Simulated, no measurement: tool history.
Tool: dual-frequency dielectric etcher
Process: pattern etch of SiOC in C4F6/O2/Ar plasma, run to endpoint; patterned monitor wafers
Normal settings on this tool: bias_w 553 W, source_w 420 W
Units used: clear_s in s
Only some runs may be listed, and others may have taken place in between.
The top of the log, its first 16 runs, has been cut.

| run | hour | bias_w | source_w | incoming incoming film thickness, nm | clear_s |
|---|---|---|---|---|---|
| 17 | 839.9 | 553 | 460 | 38.45 | 11.3 |
| 18 | 898.9 | 640 | 500 | 39.07 | 10.7 |
| 19 | 929.1 | 666 | 380 | 38.82 | 11.1 |
| 20 | 968.3 | 458 | 500 | 38.83 | 11.7 |
|  | 981 | bias power generator calibrated |
| 21 | 992.7 | 599 | 480 | 38.82 | 10.9 |
| 22 | 1022.4 | 487 | 510 | 39.24 | 11.3 |
| 23 | 1072.7 | 502 | 390 | 38.89 | 12.3 |
| 24 | 1108 | 440 | 420 | 39.05 | 12.5 |
| 25 | 1173.2 | 651 | 480 | 38.92 | 10.4 |
| 26 | 1226.3 | 487 | 510 | 39.43 | 11.3 |
| 27 | 1286.7 | 645 | 480 | 39.09 | 10.4 |
| 28 | 1354.2 | 498 | 370 | 38.74 | 12.2 |
| 29 | 1392.4 | 553 | 420 | 39.43 | 11.2 |

What will run 30 give?
|  | 1443.3 | wet clean of the chamber |
| 30 | 1453.1 | 594 | 360 | 39.13 | ? |

Run 30 gave clear_s 12.3 s.
With the hidden condition absent and the run-to-run variation left alone, this run would have shown clear_s 12.2 s.
